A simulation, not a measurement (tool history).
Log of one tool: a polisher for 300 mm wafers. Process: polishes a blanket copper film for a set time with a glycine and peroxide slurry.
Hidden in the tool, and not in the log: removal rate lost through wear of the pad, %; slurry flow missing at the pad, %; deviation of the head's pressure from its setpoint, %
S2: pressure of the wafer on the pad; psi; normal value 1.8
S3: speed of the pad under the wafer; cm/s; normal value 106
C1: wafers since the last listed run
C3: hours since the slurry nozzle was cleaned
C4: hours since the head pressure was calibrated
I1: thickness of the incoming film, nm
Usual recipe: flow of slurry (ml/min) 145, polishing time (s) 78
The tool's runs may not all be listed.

Run 1, hour 0: usual settings; C1 0; wafers polished on this pad 100; C3 798.6; C4 1177.2; I1 2020.5. Result: film removed (Å) 3427.
Run 2, hour 13.9: usual settings; C1 135; wafers polished on this pad 236; C3 812.5; C4 1191.1; I1 1975.1. Result: film removed (Å) 3464.
Run 3, hour 21.1: usual settings; C1 70; wafers polished on this pad 306; C3 819.7; C4 1198.3; I1 2007.8. Result: film removed (Å) 3485.
Run 4, hour 30.6: usual settings; C1 92; wafers polished on this pad 399; C3 829.2; C4 1207.8; I1 2036.2. Result: film removed (Å) 3478.
Run 5, hour 46: usual settings; C1 150; wafers polished on this pad 549; C3 844.6; C4 1223.2; I1 2021.5. Result: film removed (Å) 3460.
Run 6, hour 55.1: usual settings; C1 88; wafers polished on this pad 638; C3 853.7; C4 1232.3; I1 2018. Result: film removed (Å) 3477.
Run 7, hour 65.8: usual settings but flow of slurry (ml/min) 165, S2 1.6 psi; C1 104; wafers polished on this pad 743; C3 864.4; C4 1243; I1 2025.6. Result: film removed (Å) 3233.
Run 8, hour 74.4: usual settings; C1 84; wafers polished on this pad 827; C3 873; C4 1251.6; I1 2020.3. Result: film removed (Å) 3546.
Run 9, hour 85.2: usual settings but S2 2.2 psi, polishing time (s) 70; C1 105; wafers polished on this pad 932; C3 883.8; C4 1262.4; I1 2021.3. Result: film removed (Å) 3662.
Run 10, hour 101.3: usual settings but S2 2.2 psi, polishing time (s) 70; C1 157; wafers polished on this pad 1090; C3 899.9; C4 1278.5; I1 2029.1. Result: film removed (Å) 3701.
Run 11, hour 112.6: usual settings; C1 110; wafers polished on this pad 1200; C3 911.2; C4 1289.8; I1 1988.7. Result: film removed (Å) 3454.
At hour 122.5: worn pad replaced by a new one.
Run 12, hour 123: usual settings; C1 62; wafers polished on this pad 4; C3 921.6; C4 1300.2; I1 2041.1. Result: film removed (Å) 3530.
Run 13, hour 136.4: usual settings; C1 130; wafers polished on this pad 135; C3 935; C4 1313.6; I1 2018.1. Result: film removed (Å) 3500.
At hour 152: slurry nozzle cleaned.
Run 14, hour 187.4: usual settings; C1 488; wafers polished on this pad 623; C3 35.4; C4 1364.6; I1 2032.5. Result: film removed (Å) 3523.
Run 15, hour 198.4: usual settings; C1 107; wafers polished on this pad 731; C3 46.4; C4 1375.6; I1 2059.8. Result: film removed (Å) 3528.
At hour 232: worn pad replaced by a new one.
Run 16, hour 232.5: usual settings but S2 2.3 psi, S3 122 cm/s; C1 294; wafers polished on this pad 4; C3 80.5; C4 1409.7; I1 2019.4. Result: film removed (Å) 4847.
Run 17, hour 242.4: usual settings; C1 96; wafers polished on this pad 101; C3 90.4; C4 1419.6; I1 2021.5. Result: film removed (Å) 3545.
Run 18, hour 256.4: usual settings; C1 136; wafers polished on this pad 238; C3 104.4; C4 1433.6; I1 2039.2. Result: film removed (Å) 3573.
Run 19, hour 272.9: usual settings but S3 86 cm/s; C1 161; wafers polished on this pad 399; C3 120.9; C4 1450.1; I1 2063.4. Result: film removed (Å) 2999.
Run 20, hour 285.2: usual settings but flow of slurry (ml/min) 170, S2 2.1 psi, S3 70 cm/s, polishing time (s) 60; C1 120; wafers polished on this pad 519; C3 133.2; C4 1462.4; I1 2012.3. Result: film removed (Å) 2265.
Run 21, hour 292.9: usual settings but flow of slurry (ml/min) 175, polishing time (s) 65; C1 75; wafers polished on this pad 594; C3 140.9; C4 1470.1; I1 1988.3. Result: film removed (Å) 3048.
At hour 295.4: head pressure recalibrated.
Run 22, hour 299.4: usual settings but S2 1.4 psi, polishing time (s) 93; C1 43; wafers polished on this pad 638; C3 147.4; C4 4; I1 2003.9. Result: film removed (Å) 3184.
Run 23, hour 306.8: usual settings but polishing time (s) 69; C1 72; wafers polished on this pad 711; C3 154.8; C4 11.4; I1 2010.2. Result: film removed (Å) 2859.
Run 24, hour 332.9: usual settings but flow of slurry (ml/min) 190; C1 254; wafers polished on this pad 966; C3 180.9; C4 37.5; I1 2014. Result: film removed (Å) 3357.
At hour 341.9: worn pad replaced by a new one.
Run 25, hour 348.2: usual settings but flow of slurry (ml/min) 170, polishing time (s) 104; C1 110; wafers polished on this pad 61; C3 196.2; C4 52.8; I1 2016.7. Result: film removed (Å) 4382.
Run 26, hour 355.2: usual settings but flow of slurry (ml/min) 170, polishing time (s) 54; C1 68; wafers polished on this pad 129; C3 203.2; C4 59.8; I1 2032.4. Result: film removed (Å) 2285.
Run 27, hour 369.7: usual settings; C1 141; wafers polished on this pad 271; C3 217.7; C4 74.3; I1 2018.4. Result: film removed (Å) 3291.
Run 28, hour 383.5: usual settings but flow of slurry (ml/min) 125, S3 122 cm/s, polishing time (s) 91; C1 134; wafers polished on this pad 406; C3 231.5; C4 88.1; I1 2038.3. Result: film removed (Å) 4163.
Run 29, hour 400.6: usual settings; C1 167; wafers polished on this pad 573; C3 248.6; C4 105.2; I1 1990. Result: film removed (Å) 3249.
Run 30, hour 418.4: usual settings but flow of slurry (ml/min) 105, polishing time (s) 57; C1 173; wafers polished on this pad 747; C3 266.4; C4 123; I1 2011.2. Result: film removed (Å) 2273.
Run 31, hour 435.4: usual settings but flow of slurry (ml/min) 180, S2 1.2 psi, S3 74 cm/s; C1 166; wafers polished on this pad 913; C3 283.4; C4 140; I1 2038.7. Result: film removed (Å) 1964.
Run 32, hour 445.7: usual settings; C1 100; wafers polished on this pad 1013; C3 293.7; C4 150.3; I1 2017.5. Result: film removed (Å) 3211.
Run 33, hour 463.4: usual settings but S2 2.4 psi; C1 172; wafers polished on this pad 1186; C3 311.4; C4 168; I1 2004. Result: film removed (Å) 4097.
At hour 467.4: worn pad replaced by a new one.
Run 34, hour 492.2: usual settings but S3 78 cm/s; C1 242; wafers polished on this pad 242; C3 340.2; C4 196.8; I1 2029.4. Result: film removed (Å) 2643.
Run 35, hour 500.1: usual settings but S3 144 cm/s, polishing time (s) 103; C1 77; wafers polished on this pad 319; C3 348.1; C4 204.7; I1 2045.6. Result: film removed (Å) 5528.
Run 36, hour 507.3: usual settings; C1 70; wafers polished on this pad 389; C3 355.3; C4 211.9; I1 2041. Result: film removed (Å) 3236.

Consider 5 possible next runs. They are alternatives, not a sequence: every one starts from the tool as it was left by run 36. What does each give?
Run A, hour 507.7: usual settings but S2 1.4 psi; C1 3; wafers polished on this pad 393; C3 355.7; C4 212.3; I1 2024.5. Result: film removed (Å) ?.
Run B, hour 507.7: usual settings but flow of slurry (ml/min) 120; C1 3; wafers polished on this pad 393; C3 355.7; C4 212.3; I1 2024.5. Result: film removed (Å) ?.
Run C, hour 507.7: usual settings but flow of slurry (ml/min) 185, polishing time (s) 68; C1 3; wafers polished on this pad 393; C3 355.7; C4 212.3; I1 2024.5. Result: film removed (Å) ?.
Run D, hour 507.7: usual settings but S3 142 cm/s, polishing time (s) 70; C1 3; wafers polished on this pad 393; C3 355.7; C4 212.3; I1 2024.5. Result: film removed (Å) ?.
Run E, hour 507.7: usual settings but flow of slurry (ml/min) 160, S2 1.5 psi; C1 3; wafers polished on this pad 393; C3 355.7; C4 212.3; I1 2024.5. Result: film removed (Å) ?.

run  film removed (Å)
  A              2676
  B              3148
  C              2889
  D              3641
  E              2845
Take away the tool's hidden state, keep each run's random variation, and the runs would have read:
run  film removed (Å)
  A              2672
  B              3143
  C              2885
  D              3636
  E              2841
